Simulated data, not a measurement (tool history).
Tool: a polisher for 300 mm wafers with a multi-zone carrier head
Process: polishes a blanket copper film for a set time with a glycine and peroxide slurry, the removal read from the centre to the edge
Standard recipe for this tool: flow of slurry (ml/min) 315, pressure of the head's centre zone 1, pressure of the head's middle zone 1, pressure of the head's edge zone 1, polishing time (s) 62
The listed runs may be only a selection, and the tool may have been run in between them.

run,hour,flow of slurry (ml/min),pressure of the head's centre zone,pressure of the head's middle zone,pressure of the head's edge zone,polishing time (s),wafers since the last listed run,wafers polished on this pad,hours since the slurry nozzle was cleaned,hours since the centre zone pressure was calibrated,hours since the edge zone pressure was calibrated,hours since the carrier head's membrane was replaced,"incoming thickness of the incoming film, nm",film removed at the wafer's centre (Å),film removed at mid-radius (Å),film removed at the wafer's edge (Å)
1,0,315,1,1,1,62,0,1561,250.1,508.2,4.3,262.6,1427.9,3097,2853,2943
2,72.9,315,1,1,1,62,933,2495,323,581.1,77.2,335.5,1421.1,3027,2942,2945
3,178.4,315,1,1,1,62,1351,3846,428.5,686.6,182.7,441,1474.9,2957,2879,2864
4,269.8,315,1,1,1,62,1170,5017,519.9,778,274.1,532.4,1478.6,2940,2931,2892
# hour 274.3: worn pad replaced by a new one
# hour 295.4: edge zone pressure recalibrated
# hour 338.5: centre zone pressure recalibrated
5,410.7,315,1,1,1,62,1702,1696,660.8,72.2,115.3,673.3,1459.7,2986,2881,2912
6,507.6,315,1,1,1,62,1241,2937,757.7,169.1,212.2,770.2,1466.1,2929,2900,2917
# hour 555.5: slurry nozzle cleaned
7,597.3,315,0.94,0.96,1,62,1136,4073,41.8,258.8,301.9,859.9,1423.7,2839,2825,2927
# hour 600.6: edge zone pressure recalibrated
# hour 665.5: worn pad replaced by a new one
8,697,315,0.94,0.96,1,62,1200,402,141.5,358.5,96.4,959.6,1434.3,2822,2798,2925
9,735.7,315,1,1,1,62,495,898,180.2,397.2,135.1,998.3,1463.9,3071,2940,2885
10,801.7,315,1.08,1,1,70,845,1743,246.2,463.2,201.1,1064.3,1477.7,3664,3331,3300
11,876.3,315,1.08,1,1,70,955,2699,320.8,537.8,275.7,1138.9,1462.2,3563,3291,3318
# hour 910.9: edge zone pressure recalibrated
12,930.2,315,1,1,0.88,62,664,3364,374.7,591.7,19.3,1192.8,1465,3057,2883,2734
# hour 985.9: carrier head's membrane replaced by a new one
13,1034.3,315,1,1,1,70,1269,4633,478.8,695.8,123.4,48.4,1443.1,3463,3260,3372
# hour 1055.2: worn pad replaced by a new one
14,1080.9,205,1,1,1,50,545,328,525.4,742.4,170,95,1428.2,2341,2260,2304
15,1160.7,315,1,1,1,62,1022,1351,605.2,822.2,249.8,174.8,1458.6,3022,2904,2928
# hour 1242.7: centre zone pressure recalibrated
# hour 1245.9: edge zone pressure recalibrated
16,1257.6,350,1,1,0.89,72,1189,2541,702.1,14.9,11.7,271.7,1455.9,3552,3435,3209
# hour 1271.2: slurry nozzle cleaned
17,1319,400,1.11,1,0.92,48,773,3314,47.8,76.3,73.1,333.1,1451.3,2627,2282,2180
# hour 1355.7: worn pad replaced by a new one
18,1403.6,315,1,1,1,62,1032,613,132.4,160.9,157.7,417.7,1461.5,2957,2904,2943
19,1504.9,315,1,1.07,1.09,62,1297,1910,233.7,262.2,259,519,1454.1,3033,3106,3046
20,1583.7,350,1,1,0.89,72,1009,2920,312.5,341,337.8,597.8,1439.6,3552,3378,3218
# hour 1642.4: edge zone pressure recalibrated
21,1679.3,315,1,1,1,62,1198,4118,408.1,436.6,36.9,693.4,1427.7,3016,2920,2915
# hour 1738.6: worn pad replaced by a new one
22,1739.1,315,1,1,0.91,62,714,6,467.9,496.4,96.7,753.2,1445.1,3070,2891,2763

Each row is a separate what-if for the run after 22, all from the same tool condition, not one after another. Results?
A,1739.5,315,1,1,1,62,5,11,468.3,496.8,97.1,753.6,1447.8,?,?,?
B,1739.5,315,0.88,1.1,1,43,5,11,468.3,496.8,97.1,753.6,1447.8,?,?,?
C,1739.5,395,0.88,0.9,1,52,5,11,468.3,496.8,97.1,753.6,1447.8,?,?,?
D,1739.5,350,1,0.94,0.91,62,5,11,468.3,496.8,97.1,753.6,1447.8,?,?,?

run,film removed at the wafer's centre (Å),film removed at mid-radius (Å),film removed at the wafer's edge (Å)
A,2973,2878,2957
B,1836,2165,2048
C,2247,2241,2507
D,2991,2750,2844
What these runs would have given with no unlogged condition in the tool:
run,film removed at the wafer's centre (Å),film removed at mid-radius (Å),film removed at the wafer's edge (Å)
A,2973,2878,2957
B,1836,2165,2048
C,2247,2241,2507
D,2991,2750,2844
